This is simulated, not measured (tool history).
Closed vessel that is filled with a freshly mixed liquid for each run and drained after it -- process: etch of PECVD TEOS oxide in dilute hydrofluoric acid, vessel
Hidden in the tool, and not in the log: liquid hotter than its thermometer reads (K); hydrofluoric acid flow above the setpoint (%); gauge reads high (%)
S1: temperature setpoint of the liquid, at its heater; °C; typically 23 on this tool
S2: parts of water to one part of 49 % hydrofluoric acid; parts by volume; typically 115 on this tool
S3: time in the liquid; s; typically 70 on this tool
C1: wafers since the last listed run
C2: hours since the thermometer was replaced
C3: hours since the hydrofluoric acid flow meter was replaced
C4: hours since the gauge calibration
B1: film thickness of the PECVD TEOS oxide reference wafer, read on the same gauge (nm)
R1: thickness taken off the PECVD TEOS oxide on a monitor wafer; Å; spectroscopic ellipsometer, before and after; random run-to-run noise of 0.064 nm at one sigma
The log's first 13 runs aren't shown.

run	hour	S1	S2	S3	C1	C2	C3	C4	B1	R1
14	389.3	23	115	70	2708	1368.9	843.7	620.9	69.99	84.5
15	412.1	23	115	70	3012	1391.7	866.5	643.7	70.01	84.3
16	429.1	24.5	115	70	2246	1408.7	883.5	660.7	69.99	90.9
17	508.9	24.5	100	90	10544	1488.5	963.3	740.5	70	133.1
18	539.7	21.5	155	50	4069	1519.3	994.1	771.3	70	40.4
19	563.3	27.5	170	80	3118	1542.9	1017.7	794.9	69.96	73
# hour 571.6: thermometer replaced
20	577.7	23	115	70	1770	6.1	1032.1	809.3	70.04	84.1
# hour 597.9: hydrofluoric acid flow meter replaced
21	598.6	18.5	145	105	2629	27	0.7	830.2	70.02	80.8
22	631.5	23	135	90	4347	59.9	33.6	863.1	70.02	89.5
23	646.1	23	115	70	1929	74.5	48.2	877.7	70	84
24	675	27.5	175	70	3818	103.4	77.1	906.6	69.97	62.1
# hour 678: gauge calibrated
25	762.8	23	115	70	11601	191.2	164.9	84.8	69.98	84.9
26	783.3	19	140	50	2708	211.7	185.4	105.3	70	40.8
27	803.6	26	150	90	2682	232	205.7	125.6	70.01	90.8
28	826.1	18.5	115	85	2973	254.5	228.2	148.1	70	84.6
29	841.8	21.5	115	85	2074	270.2	243.9	163.8	70.05	96.9
30	873.5	23	90	30	4188	301.9	275.6	195.5	69.97	47.3
31	894.4	23	115	70	2761	322.8	296.5	216.4	69.95	84.2
32	916.6	24.5	80	50	2933	345	318.7	238.6	70	97

Predict each of these 5 candidate next runs independently; none follows another, all start after run 32:
A	917.3	23	115	70	92	345.7	319.4	239.3	?	?
B	917.3	21	145	80	92	345.7	319.4	239.3	?	?
C	917.3	23	170	70	92	345.7	319.4	239.3	?	?
D	917.3	20.5	75	85	92	345.7	319.4	239.3	?	?
E	917.3	23	135	40	92	345.7	319.4	239.3	?	?

run	B1	R1
A	70	84.3
B	70	68.3
C	70	53.6
D	70	148.7
E	70	40.1
Without the tool's unlogged condition, the same runs would have read:
run	R1
A	84.3
B	68.3
C	53.6
D	148.7
E	40.1

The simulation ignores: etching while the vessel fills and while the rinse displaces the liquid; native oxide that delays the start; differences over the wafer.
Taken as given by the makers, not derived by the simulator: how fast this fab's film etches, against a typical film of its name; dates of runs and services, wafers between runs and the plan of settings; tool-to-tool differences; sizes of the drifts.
